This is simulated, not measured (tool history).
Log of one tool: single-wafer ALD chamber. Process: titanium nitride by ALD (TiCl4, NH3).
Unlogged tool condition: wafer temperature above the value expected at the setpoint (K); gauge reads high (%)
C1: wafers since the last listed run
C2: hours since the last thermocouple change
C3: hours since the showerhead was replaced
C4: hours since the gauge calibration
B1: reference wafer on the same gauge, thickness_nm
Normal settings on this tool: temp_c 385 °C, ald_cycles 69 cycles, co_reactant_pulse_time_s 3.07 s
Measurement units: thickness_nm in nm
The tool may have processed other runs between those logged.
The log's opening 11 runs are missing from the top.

run 12 hour=697.6 | temp_c=385 ald_cycles=69 co_reactant_pulse_time_s=3.41 | C1=158 C2=1568.8 C3=5219.6 C4=753.9 | B1=1.331 | thickness_nm=1.543
run 13 hour=797.3 | temp_c=385 ald_cycles=69 co_reactant_pulse_time_s=3.41 | C1=252 C2=1668.5 C3=5319.3 C4=853.6 | B1=1.33 | thickness_nm=1.542
-- hour=845.4 thermocouple changed; heater temperature recalibrated
run 14 hour=1066.6 | temp_c=385 ald_cycles=69 co_reactant_pulse_time_s=3.07 | C1=662 C2=221.2 C3=5588.6 C4=1122.9 | B1=1.329 | thickness_nm=1.533
run 15 hour=1111.6 | temp_c=385 ald_cycles=69 co_reactant_pulse_time_s=3.07 | C1=114 C2=266.2 C3=5633.6 C4=1167.9 | B1=1.331 | thickness_nm=1.53
run 16 hour=1151.3 | temp_c=385 ald_cycles=69 co_reactant_pulse_time_s=3.07 | C1=100 C2=305.9 C3=5673.3 C4=1207.6 | B1=1.329 | thickness_nm=1.531
run 17 hour=1216.1 | temp_c=385 ald_cycles=69 co_reactant_pulse_time_s=3.07 | C1=164 C2=370.7 C3=5738.1 C4=1272.4 | B1=1.33 | thickness_nm=1.529
run 18 hour=1279 | temp_c=389 ald_cycles=75 co_reactant_pulse_time_s=4.19 | C1=159 C2=433.6 C3=5801 C4=1335.3 | B1=1.33 | thickness_nm=1.692
run 19 hour=1372.7 | temp_c=374 ald_cycles=61 co_reactant_pulse_time_s=3.07 | C1=237 C2=527.3 C3=5894.7 C4=1429 | B1=1.33 | thickness_nm=1.344
run 20 hour=1480 | temp_c=395 ald_cycles=69 co_reactant_pulse_time_s=3.07 | C1=272 C2=634.6 C3=6002 C4=1536.3 | B1=1.33 | thickness_nm=1.544
run 21 hour=1516.4 | temp_c=378 ald_cycles=57 co_reactant_pulse_time_s=2.03 | C1=92 C2=671 C3=6038.4 C4=1572.7 | B1=1.33 | thickness_nm=1.239
run 22 hour=1564.2 | temp_c=385 ald_cycles=69 co_reactant_pulse_time_s=3.07 | C1=121 C2=718.8 C3=6086.2 C4=1620.5 | B1=1.33 | thickness_nm=1.539
-- hour=1590 gauge calibrated
run 23 hour=1640.3 | temp_c=385 ald_cycles=69 co_reactant_pulse_time_s=3.07 | C1=193 C2=794.9 C3=6162.3 C4=50.3 | B1=1.33 | thickness_nm=1.531
run 24 hour=1725.2 | temp_c=385 ald_cycles=69 co_reactant_pulse_time_s=3.07 | C1=215 C2=879.8 C3=6247.2 C4=135.2 | B1=1.331 | thickness_nm=1.535
run 25 hour=1809.7 | temp_c=389 ald_cycles=64 co_reactant_pulse_time_s=4.23 | C1=214 C2=964.3 C3=6331.7 C4=219.7 | B1=1.33 | thickness_nm=1.436
-- hour=1869.2 showerhead replaced
run 26 hour=1916.3 | temp_c=373 ald_cycles=69 co_reactant_pulse_time_s=2.02 | C1=250 C2=1070.9 C3=47.1 C4=326.3 | B1=1.329 | thickness_nm=1.489
run 27 hour=2050 | temp_c=390 ald_cycles=58 co_reactant_pulse_time_s=2.15 | C1=339 C2=1204.6 C3=180.8 C4=460 | B1=1.329 | thickness_nm=1.28
run 28 hour=2157.5 | temp_c=385 ald_cycles=80 co_reactant_pulse_time_s=3.07 | C1=272 C2=1312.1 C3=288.3 C4=567.5 | B1=1.329 | thickness_nm=1.789
run 29 hour=2198.9 | temp_c=378 ald_cycles=63 co_reactant_pulse_time_s=3.07 | C1=105 C2=1353.5 C3=329.7 C4=608.9 | B1=1.33 | thickness_nm=1.392
run 30 hour=2250.1 | temp_c=385 ald_cycles=69 co_reactant_pulse_time_s=2.28 | C1=129 C2=1404.7 C3=380.9 C4=660.1 | B1=1.331 | thickness_nm=1.524
run 31 hour=2296.4 | temp_c=389 ald_cycles=69 co_reactant_pulse_time_s=2.58 | C1=117 C2=1451 C3=427.2 C4=706.4 | B1=1.329 | thickness_nm=1.539
run 32 hour=2391.5 | temp_c=385 ald_cycles=69 co_reactant_pulse_time_s=3.07 | C1=241 C2=1546.1 C3=522.3 C4=801.5 | B1=1.331 | thickness_nm=1.536
run 33 hour=2469.5 | temp_c=377 ald_cycles=60 co_reactant_pulse_time_s=4.24 | C1=197 C2=1624.1 C3=600.3 C4=879.5 | B1=1.33 | thickness_nm=1.341
run 34 hour=2550.6 | temp_c=385 ald_cycles=69 co_reactant_pulse_time_s=3.07 | C1=205 C2=1705.2 C3=681.4 C4=960.6 | B1=1.331 | thickness_nm=1.534
run 35 hour=2651.3 | temp_c=385 ald_cycles=58 co_reactant_pulse_time_s=4.01 | C1=255 C2=1805.9 C3=782.1 C4=1061.3 | B1=1.329 | thickness_nm=1.308

3 options for the next run, each taken on its own from the tool as it stands now. Forecast them:
run A hour=2651.9 | temp_c=385 ald_cycles=69 co_reactant_pulse_time_s=3.07 | C1=1 C2=1806.5 C3=782.7 C4=1061.9 | B1=? | thickness_nm=?
run B hour=2651.9 | temp_c=399 ald_cycles=69 co_reactant_pulse_time_s=4.19 | C1=1 C2=1806.5 C3=782.7 C4=1061.9 | B1=? | thickness_nm=?
run C hour=2651.9 | temp_c=397 ald_cycles=69 co_reactant_pulse_time_s=4.03 | C1=1 C2=1806.5 C3=782.7 C4=1061.9 | B1=? | thickness_nm=?

run=A B1=1.329 thickness_nm=1.535
run=B B1=1.329 thickness_nm=1.56
run=C B1=1.329 thickness_nm=1.558
Stripped of hidden state, with their random variation kept, the same runs would have yielded:
run=A thickness_nm=1.535
run=B thickness_nm=1.56
run=C thickness_nm=1.558
